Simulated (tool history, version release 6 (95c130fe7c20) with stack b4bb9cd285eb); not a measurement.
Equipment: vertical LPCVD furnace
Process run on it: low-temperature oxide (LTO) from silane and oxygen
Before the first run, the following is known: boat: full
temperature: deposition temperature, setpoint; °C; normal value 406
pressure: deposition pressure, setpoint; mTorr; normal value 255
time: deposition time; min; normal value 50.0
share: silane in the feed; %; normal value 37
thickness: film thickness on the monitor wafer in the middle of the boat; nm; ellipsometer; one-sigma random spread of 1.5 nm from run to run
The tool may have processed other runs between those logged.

run,hour,temperature,pressure,time,share,wafers since the last listed run,hours since the last temperature calibration,hours since the pressure gauge was zeroed,hours since the silane flow controller was replaced,hours since the gauge calibration,"read-back reference wafer on the same gauge, thickness",thickness
1,0.0,406,255,64.5,37,0,2709.1,4162.0,3194.1,244.4,488.61,631.21
2,93.2,412,275,50.0,37,981,2802.3,4255.2,3287.3,337.6,488.27,561.69
# hour 187.6: pressure gauge zeroed
3,188.1,406,255,50.0,37,746,2897.2,0.5,3382.2,432.5,488.81,489.20
4,250.6,414,255,40.0,37,658,2959.7,63.0,3444.7,495.0,488.92,427.83
5,355.8,406,255,50.0,34,1107,3064.9,168.2,3549.9,600.2,488.83,433.77
6,402.4,406,255,50.0,42,490,3111.5,214.8,3596.5,646.8,489.32,567.95
7,509.0,406,255,50.0,37,1122,3218.1,321.4,3703.1,753.4,489.22,485.36
8,608.4,412,230,60.5,39,1046,3317.5,420.8,3802.5,852.8,489.66,607.52
9,686.7,406,210,50.0,37,824,3395.8,499.1,3880.8,931.1,488.78,398.61
10,749.5,406,295,50.0,37,661,3458.6,561.9,3943.6,993.9,489.25,561.68
11,802.2,406,255,50.0,37,555,3511.3,614.6,3996.3,1046.6,488.96,483.57
12,1019.8,406,255,64.5,37,2291,3728.9,832.2,4213.9,1264.2,488.24,621.25
# hour 1044.7: thermocouples replaced and temperature profile calibrated
# hour 1102.4: silane flow controller replaced
13,1102.9,395,255,50.0,37,369,58.2,915.3,0.5,1347.3,489.48,442.65
14,1177.3,411,280,42.5,40,783,132.6,989.7,74.9,1421.7,488.88,545.29
15,1255.2,406,255,50.0,37,820,210.5,1067.6,152.8,1499.6,488.93,501.64
16,1296.6,406,255,56.0,32,436,251.9,1109.0,194.2,1541.0,490.09,463.94
17,1366.3,406,255,50.0,37,734,321.6,1178.7,263.9,1610.7,489.09,504.31
18,1441.4,397,255,30.0,31,790,396.7,1253.8,339.0,1685.8,488.96,213.64
19,1505.4,397,220,35.5,37,674,460.7,1317.8,403.0,1749.8,488.93,278.60
20,1604.0,406,255,50.0,37,1038,559.3,1416.4,501.6,1848.4,489.55,502.71
21,1642.2,406,255,50.0,37,402,597.5,1454.6,539.8,1886.6,488.40,504.44
22,1733.6,406,280,43.5,43,962,688.9,1546.0,631.2,1978.0,488.56,571.41
23,1795.3,406,255,50.0,37,649,750.6,1607.7,692.9,2039.7,489.54,502.41
# hour 1805.6: gauge calibrated
24,1875.9,406,255,50.0,37,848,831.2,1688.3,773.5,70.3,488.70,501.25
25,1964.7,406,225,30.5,30,935,920.0,1777.1,862.3,159.1,489.60,202.57

Forecast run 26:
26,2071.9,400,255,50.0,35,1129,1027.2,1884.3,969.5,266.3,?,?

{"run 26": {"read-back reference wafer on the same gauge, thickness": 488.47, "thickness": 437.22}}
With the hidden condition absent and the run-to-run variation left alone, this run would have shown thickness 438.64 nm.
